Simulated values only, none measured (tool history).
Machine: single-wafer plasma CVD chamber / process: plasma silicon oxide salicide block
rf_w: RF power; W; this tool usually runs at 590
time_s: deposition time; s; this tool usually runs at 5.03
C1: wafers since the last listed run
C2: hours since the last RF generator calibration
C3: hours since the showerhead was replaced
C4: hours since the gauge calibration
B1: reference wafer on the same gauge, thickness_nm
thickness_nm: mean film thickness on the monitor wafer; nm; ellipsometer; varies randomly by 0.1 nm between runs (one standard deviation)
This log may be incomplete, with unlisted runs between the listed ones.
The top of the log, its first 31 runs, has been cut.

run 32 hour=1814.3 | rf_w=590 time_s=5.44 | C1=1475 C2=613.3 C3=302.5 C4=1119.9 | B1=58.482 | thickness_nm=53.766
run 33 hour=1844.2 | rf_w=590 time_s=5.36 | C1=660 C2=643.2 C3=332.4 C4=1149.8 | B1=58.483 | thickness_nm=52.822
run 34 hour=1895.8 | rf_w=495 time_s=5.95 | C1=1139 C2=694.8 C3=384 C4=1201.4 | B1=58.48 | thickness_nm=55.807
run 35 hour=1942 | rf_w=685 time_s=6 | C1=1020 C2=741 C3=430.2 C4=1247.6 | B1=58.515 | thickness_nm=62.494
run 36 hour=2008.4 | rf_w=675 time_s=5.4 | C1=1466 C2=807.4 C3=496.6 C4=1314 | B1=58.504 | thickness_nm=55.661
run 37 hour=2048.5 | rf_w=590 time_s=5.03 | C1=885 C2=847.5 C3=536.7 C4=1354.1 | B1=58.518 | thickness_nm=49.759
-- hour=2065.1 gauge calibrated
run 38 hour=2095.1 | rf_w=640 time_s=5.85 | C1=1029 C2=894.1 C3=583.3 C4=30 | B1=58.508 | thickness_nm=59.295
run 39 hour=2147.6 | rf_w=705 time_s=5.79 | C1=1159 C2=946.6 C3=635.8 C4=82.5 | B1=58.507 | thickness_nm=60.686

Consider 5 possible next runs. They are alternatives, not a sequence: every one starts from the tool as it was left by run 39. What does each give?
run A hour=2148 | rf_w=590 time_s=5.03 | C1=8 C2=947 C3=636.2 C4=82.9 | B1=? | thickness_nm=?
run B hour=2148 | rf_w=630 time_s=5.65 | C1=8 C2=947 C3=636.2 C4=82.9 | B1=? | thickness_nm=?
run C hour=2148 | rf_w=475 time_s=5.45 | C1=8 C2=947 C3=636.2 C4=82.9 | B1=? | thickness_nm=?
run D hour=2148 | rf_w=650 time_s=5.98 | C1=8 C2=947 C3=636.2 C4=82.9 | B1=? | thickness_nm=?
run E hour=2148 | rf_w=485 time_s=5.43 | C1=8 C2=947 C3=636.2 C4=82.9 | B1=? | thickness_nm=?

run=A B1=58.523 thickness_nm=49.72
run=B B1=58.523 thickness_nm=57.042
run=C B1=58.523 thickness_nm=50.193
run=D B1=58.523 thickness_nm=60.984
run=E B1=58.523 thickness_nm=50.352
What these runs would have given with no unlogged condition in the tool:
run=A thickness_nm=49.914
run=B thickness_nm=57.265
run=C thickness_nm=50.388
run=D thickness_nm=61.221
run=E thickness_nm=50.549
